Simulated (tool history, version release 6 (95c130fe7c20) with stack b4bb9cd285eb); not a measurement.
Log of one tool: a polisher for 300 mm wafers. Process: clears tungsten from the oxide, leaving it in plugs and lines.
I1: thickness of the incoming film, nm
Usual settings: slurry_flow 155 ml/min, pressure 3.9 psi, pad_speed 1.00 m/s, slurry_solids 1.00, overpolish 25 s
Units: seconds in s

run 1 hour=0.0 | slurry_flow=155 pressure=3.9 pad_speed=1.00 slurry_solids=1.00 overpolish=25 | I1=411.8 | seconds=71.8
run 2 hour=19.0 | slurry_flow=155 pressure=3.9 pad_speed=1.00 slurry_solids=1.00 overpolish=25 | I1=402.2 | seconds=70.5
-- hour=23.8 slurry tank refilled with fresh slurry and peroxide
run 3 hour=31.8 | slurry_flow=155 pressure=3.9 pad_speed=1.00 slurry_solids=1.00 overpolish=25 | I1=408.9 | seconds=70.6
run 4 hour=106.5 | slurry_flow=155 pressure=3.9 pad_speed=1.00 slurry_solids=1.00 overpolish=25 | I1=410.7 | seconds=72.5
run 5 hour=138.7 | slurry_flow=155 pressure=3.9 pad_speed=1.00 slurry_solids=1.00 overpolish=37 | I1=413.7 | seconds=72.2
run 6 hour=171.5 | slurry_flow=155 pressure=3.9 pad_speed=1.00 slurry_solids=1.00 overpolish=37 | I1=411.1 | seconds=69.7
-- hour=176.1 slurry blender recalibrated
-- hour=178.9 worn pad replaced by a new one
run 7 hour=186.8 | slurry_flow=155 pressure=3.9 pad_speed=1.00 slurry_solids=1.00 overpolish=25 | I1=407.9 | seconds=70.2
run 8 hour=204.0 | slurry_flow=155 pressure=5.0 pad_speed=1.00 slurry_solids=1.00 overpolish=25 | I1=407.7 | seconds=55.2
run 9 hour=223.7 | slurry_flow=155 pressure=5.0 pad_speed=1.00 slurry_solids=1.00 overpolish=25 | I1=417.1 | seconds=56.7
run 10 hour=249.0 | slurry_flow=100 pressure=3.9 pad_speed=1.00 slurry_solids=1.00 overpolish=25 | I1=402.0 | seconds=77.6
-- hour=262.0 slurry tank refilled with fresh slurry and peroxide
run 11 hour=282.5 | slurry_flow=120 pressure=3.9 pad_speed=1.00 slurry_solids=1.20 overpolish=37 | I1=408.1 | seconds=72.6
run 12 hour=296.8 | slurry_flow=155 pressure=3.9 pad_speed=1.00 slurry_solids=1.25 overpolish=14 | I1=408.0 | seconds=68.3
run 13 hour=312.1 | slurry_flow=155 pressure=3.9 pad_speed=1.00 slurry_solids=1.00 overpolish=25 | I1=404.3 | seconds=69.0
-- hour=318.1 slurry nozzle cleaned
run 14 hour=324.8 | slurry_flow=155 pressure=3.9 pad_speed=1.00 slurry_solids=1.30 overpolish=25 | I1=405.4 | seconds=67.8
-- hour=348.3 head pressure recalibrated
run 15 hour=351.5 | slurry_flow=105 pressure=3.9 pad_speed=0.72 slurry_solids=1.00 overpolish=25 | I1=415.1 | seconds=108.1
run 16 hour=382.0 | slurry_flow=155 pressure=3.5 pad_speed=1.00 slurry_solids=1.00 overpolish=25 | I1=403.4 | seconds=78.9
-- hour=416.9 worn pad replaced by a new one
-- hour=417.1 slurry blender recalibrated
run 17 hour=417.6 | slurry_flow=155 pressure=3.9 pad_speed=1.00 slurry_solids=1.00 overpolish=25 | I1=405.2 | seconds=71.1
run 18 hour=426.7 | slurry_flow=180 pressure=3.9 pad_speed=0.90 slurry_solids=1.30 overpolish=34 | I1=408.5 | seconds=73.0
run 19 hour=458.3 | slurry_flow=155 pressure=3.9 pad_speed=1.00 slurry_solids=1.00 overpolish=25 | I1=408.8 | seconds=70.3
run 20 hour=486.3 | slurry_flow=155 pressure=3.9 pad_speed=1.10 slurry_solids=1.00 overpolish=25 | I1=419.1 | seconds=65.7
-- hour=503.2 slurry tank refilled with fresh slurry and peroxide
run 21 hour=518.0 | slurry_flow=175 pressure=3.9 pad_speed=1.00 slurry_solids=1.00 overpolish=25 | I1=412.4 | seconds=69.9
run 22 hour=570.5 | slurry_flow=155 pressure=2.7 pad_speed=1.00 slurry_solids=1.00 overpolish=25 | I1=411.4 | seconds=102.2
run 23 hour=603.7 | slurry_flow=155 pressure=3.9 pad_speed=1.28 slurry_solids=1.00 overpolish=25 | I1=406.9 | seconds=55.4
-- hour=620.1 worn pad replaced by a new one
run 24 hour=638.4 | slurry_flow=155 pressure=4.3 pad_speed=0.80 slurry_solids=1.25 overpolish=25 | I1=408.5 | seconds=77.3
-- hour=655.9 slurry blender recalibrated
run 25 hour=661.9 | slurry_flow=155 pressure=3.9 pad_speed=1.16 slurry_solids=1.15 overpolish=25 | I1=409.7 | seconds=60.7
run 26 hour=702.9 | slurry_flow=155 pressure=3.9 pad_speed=1.00 slurry_solids=0.75 overpolish=25 | I1=410.4 | seconds=73.8

Forecast each of these 4 alternatives for the next run:
run A hour=703.4 | slurry_flow=155 pressure=3.9 pad_speed=1.00 slurry_solids=1.00 overpolish=25 | I1=404.7 | seconds=?
run B hour=703.4 | slurry_flow=155 pressure=3.9 pad_speed=1.00 slurry_solids=1.20 overpolish=12 | I1=404.7 | seconds=?
run C hour=703.4 | slurry_flow=155 pressure=3.3 pad_speed=1.00 slurry_solids=1.00 overpolish=31 | I1=404.7 | seconds=?
run D hour=703.4 | slurry_flow=115 pressure=4.4 pad_speed=1.00 slurry_solids=1.25 overpolish=15 | I1=404.7 | seconds=?

run=A seconds=69.8
run=B seconds=67.6
run=C seconds=82.5
run=D seconds=63.5
Without the tool's hidden state the same runs would have given:
run=A seconds=69.8
run=B seconds=67.6
run=C seconds=82.5
run=D seconds=63.5
